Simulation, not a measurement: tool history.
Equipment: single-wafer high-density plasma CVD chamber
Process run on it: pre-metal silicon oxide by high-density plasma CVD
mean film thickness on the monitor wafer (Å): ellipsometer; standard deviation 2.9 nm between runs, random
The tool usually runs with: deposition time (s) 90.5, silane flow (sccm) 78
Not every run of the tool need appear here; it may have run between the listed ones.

run,hour,deposition time (s),silane flow (sccm),wafers since the last listed run,hours since the silane flow controller was replaced,hours since the gauge calibration,"read-back reference wafer on the same gauge, thickness_nm",mean film thickness on the monitor wafer (Å)
1,0.0,90.5,78,0,1322.2,524.8,806.144,6712.40
2,60.9,90.5,78,474,1383.1,585.7,805.854,6705.49
3,129.3,90.5,78,532,1451.5,654.1,806.056,6720.47
4,194.6,90.5,78,508,1516.8,719.4,805.689,6725.14
5,263.8,90.5,78,538,1586.0,788.6,805.878,6662.04
6,334.5,90.5,78,550,1656.7,859.3,806.621,6695.22
7,364.4,90.5,78,232,1686.6,889.2,805.624,6652.98
8,393.6,90.5,78,227,1715.8,918.4,805.909,6688.04
9,459.9,90.5,78,516,1782.1,984.7,805.609,6603.75
# hour 528.7: silane flow controller replaced
10,531.1,90.5,78,491,2.4,1055.9,805.450,6852.04

Expected results for the next run?
# hour 579.5: gauge calibrated
11,590.4,102.1,74,461,61.7,10.9,?,?

{"run 11": {"read-back reference wafer on the same gauge, thickness_nm": 806.348, "mean film thickness on the monitor wafer (Å)": 7488.97}}
Minus the tool's unlogged condition, the same run would have read mean film thickness on the monitor wafer (Å) 7521.45.

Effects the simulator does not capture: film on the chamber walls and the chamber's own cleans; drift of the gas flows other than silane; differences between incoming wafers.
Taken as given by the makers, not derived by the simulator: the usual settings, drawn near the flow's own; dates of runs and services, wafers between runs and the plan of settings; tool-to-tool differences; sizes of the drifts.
